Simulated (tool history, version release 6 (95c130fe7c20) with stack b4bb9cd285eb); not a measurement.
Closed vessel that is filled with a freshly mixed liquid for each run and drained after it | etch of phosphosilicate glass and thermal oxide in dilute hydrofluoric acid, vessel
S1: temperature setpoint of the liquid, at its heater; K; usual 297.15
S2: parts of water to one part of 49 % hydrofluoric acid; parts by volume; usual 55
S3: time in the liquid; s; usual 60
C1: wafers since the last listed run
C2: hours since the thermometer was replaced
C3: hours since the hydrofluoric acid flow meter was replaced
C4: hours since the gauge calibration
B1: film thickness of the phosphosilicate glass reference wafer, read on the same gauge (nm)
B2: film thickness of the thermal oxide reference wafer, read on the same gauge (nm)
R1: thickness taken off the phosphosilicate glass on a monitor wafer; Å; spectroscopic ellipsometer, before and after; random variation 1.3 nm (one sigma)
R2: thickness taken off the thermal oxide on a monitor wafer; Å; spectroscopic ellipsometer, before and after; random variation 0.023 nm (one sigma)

run,hour,S1,S2,S3,C1,C2,C3,C4,B1,B2,R1,R2
1,0.0,297.15,55,60,0,59.8,398.5,827.4,59.96,99.99,1828.6,50.3
# hour 1.2: gauge calibrated
2,23.4,297.15,55,60,2919,83.2,421.9,22.2,59.99,100.01,1854.0,50.1
3,44.4,297.15,55,60,2620,104.2,442.9,43.2,60.05,100.01,1873.0,50.5
4,66.1,297.15,55,60,2707,125.9,464.6,64.9,60.01,100.03,1860.2,50.6
5,91.6,297.15,55,60,3181,151.4,490.1,90.4,59.98,99.97,1852.3,51.1
6,107.1,297.15,55,60,1934,166.9,505.6,105.9,60.01,100.02,1869.3,50.8
7,141.7,293.15,25,85,4317,201.5,540.2,140.5,59.95,99.98,5109.0,138.6
8,160.1,297.15,65,30,2295,219.9,558.6,158.9,60.01,99.98,778.2,21.3
9,179.5,294.15,70,45,2420,239.3,578.0,178.3,59.99,99.99,959.0,26.1
10,207.8,294.15,55,60,3531,267.6,606.3,206.6,60.07,100.01,1653.3,45.3
11,238.1,297.15,65,60,3780,297.9,636.6,236.9,60.01,99.98,1596.4,43.1
12,270.9,297.15,55,60,4092,330.7,669.4,269.7,60.02,100.01,1890.4,51.8
# hour 284.6: hydrofluoric acid flow meter replaced
13,287.2,302.15,55,60,1909,347.0,2.6,286.0,59.99,100.00,2427.1,66.0
14,310.7,297.15,55,60,2932,370.5,26.1,309.5,59.97,100.00,1994.8,53.6
15,335.5,297.15,55,75,3094,395.3,50.9,334.3,59.95,100.01,2495.1,67.8
16,351.4,300.65,55,45,1983,411.2,66.8,350.2,60.01,99.99,1722.7,47.0
17,371.8,297.15,55,60,2545,431.6,87.2,370.6,60.00,100.01,2000.5,54.5
# hour 405.7: hydrofluoric acid flow meter replaced, repeated, since the last time left the tool worse
18,406.2,297.15,55,45,4167,466.0,0.5,405.0,59.99,100.03,1331.2,36.2
19,435.0,294.65,65,60,3593,494.8,29.3,433.8,60.00,100.05,1349.2,36.5
20,459.6,297.15,85,60,3069,519.4,53.9,458.4,60.02,100.00,1116.8,30.5
21,472.8,297.15,35,60,1647,532.6,67.1,471.6,60.02,99.99,2888.5,77.9
22,485.9,294.65,55,30,1634,545.7,80.2,484.7,60.01,99.96,822.5,22.0
23,519.7,297.15,55,60,4217,579.5,114.0,518.5,59.98,99.97,1806.4,48.8
24,551.1,299.15,40,75,3918,610.9,145.4,549.9,59.97,99.99,3466.6,93.2
25,567.6,294.65,70,30,2058,627.4,161.9,566.4,60.02,100.03,621.9,17.1

5 ways to go on from here, each from the tool as it stands after run 25. What would each give?
A,568.3,297.15,55,60,87,628.1,162.6,567.1,?,?,?,?
B,568.3,300.65,55,50,87,628.1,162.6,567.1,?,?,?,?
C,568.3,294.15,55,35,87,628.1,162.6,567.1,?,?,?,?
D,568.3,292.65,55,60,87,628.1,162.6,567.1,?,?,?,?
E,568.3,293.15,55,60,87,628.1,162.6,567.1,?,?,?,?

run,B1,B2,R1,R2
A,59.96,99.99,1798.4,49.4
B,59.96,99.99,1726.6,47.4
C,59.96,99.99,926.2,25.4
D,59.96,99.99,1490.1,40.9
E,59.96,99.99,1522.1,41.8
Without the tool's hidden state the same runs would have given:
run,R1,R2
A,1753.2,48.1
B,1683.0,46.2
C,903.0,24.8
D,1453.0,39.9
E,1484.1,40.7
